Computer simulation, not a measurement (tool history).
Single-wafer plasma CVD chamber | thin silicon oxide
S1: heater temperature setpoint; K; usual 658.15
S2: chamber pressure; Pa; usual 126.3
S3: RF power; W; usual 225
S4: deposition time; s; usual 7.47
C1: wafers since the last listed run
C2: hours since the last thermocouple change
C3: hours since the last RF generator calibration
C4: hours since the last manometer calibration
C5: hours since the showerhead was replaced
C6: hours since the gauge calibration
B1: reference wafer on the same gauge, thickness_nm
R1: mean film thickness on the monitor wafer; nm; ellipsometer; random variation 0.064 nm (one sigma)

run 1 day=0 | S1=658.15 S2=126.3 S3=225 S4=7.47 | C1=0 C2=1964.7 C3=2280 C4=891.7 C5=4754.5 C6=291.8 | B1=12.739 | R1=14.209
run 2 day=0.792 | S1=652.15 S2=126.3 S3=205 S4=7.47 | C1=318 C2=1983.7 C3=2299 C4=910.7 C5=4773.5 C6=310.8 | B1=12.717 | R1=13.573
run 3 day=1.392 | S1=652.15 S2=126.3 S3=205 S4=7.47 | C1=241 C2=1998.1 C3=2313.4 C4=925.1 C5=4787.9 C6=325.2 | B1=12.716 | R1=13.628
run 4 day=1.917 | S1=652.15 S2=126.3 S3=205 S4=7.47 | C1=211 C2=2010.7 C3=2326 C4=937.7 C5=4800.5 C6=337.8 | B1=12.693 | R1=13.424
run 5 day=2.812 | S1=658.15 S2=126.3 S3=225 S4=7.47 | C1=360 C2=2032.2 C3=2347.5 C4=959.2 C5=4822 C6=359.3 | B1=12.687 | R1=14.205
run 6 day=3.733 | S1=658.15 S2=126.3 S3=225 S4=7.47 | C1=370 C2=2054.3 C3=2369.6 C4=981.3 C5=4844.1 C6=381.4 | B1=12.712 | R1=14.061
run 7 day=4.475 | S1=658.15 S2=150.3 S3=225 S4=7.47 | C1=298 C2=2072.1 C3=2387.4 C4=999.1 C5=4861.9 C6=399.2 | B1=12.731 | R1=15.808
run 8 day=5.871 | S1=658.15 S2=150.3 S3=225 S4=7.47 | C1=561 C2=2105.6 C3=2420.9 C4=1032.6 C5=4895.4 C6=432.7 | B1=12.685 | R1=15.869
run 9 day=6.525 | S1=658.15 S2=150.3 S3=225 S4=7.47 | C1=263 C2=2121.3 C3=2436.6 C4=1048.3 C5=4911.1 C6=448.4 | B1=12.691 | R1=15.798
-- day=6.992 showerhead replaced
run 10 day=7.288 | S1=658.15 S2=126.3 S3=225 S4=7.47 | C1=172 C2=2139.6 C3=2454.9 C4=1066.6 C5=7.1 C6=466.7 | B1=12.682 | R1=13.944
run 11 day=7.892 | S1=658.15 S2=126.3 S3=225 S4=7.47 | C1=243 C2=2154.1 C3=2469.4 C4=1081.1 C5=21.6 C6=481.2 | B1=12.702 | R1=13.898
-- day=8.342 gauge calibrated
-- day=8.375 RF generator calibrated
run 12 day=9.112 | S1=647.15 S2=126.3 S3=265 S4=7.47 | C1=357 C2=2183.4 C3=17.7 C4=1110.4 C5=50.9 C6=18.5 | B1=12.676 | R1=15.007
run 13 day=10.5 | S1=658.15 S2=126.3 S3=180 S4=7.47 | C1=558 C2=2216.7 C3=51 C4=1143.7 C5=84.2 C6=51.8 | B1=12.715 | R1=12.583

Forecast run 14:
run 14 day=11.142 | S1=658.15 S2=126.3 S3=225 S4=7.47 | C1=258 C2=2232.1 C3=66.4 C4=1159.1 C5=99.6 C6=67.2 | B1=? | R1=?

{"run 14": {"B1": 12.695, "R1": 13.867}}
Without the tool's hidden state the same run would have given R1 14.563 nm.
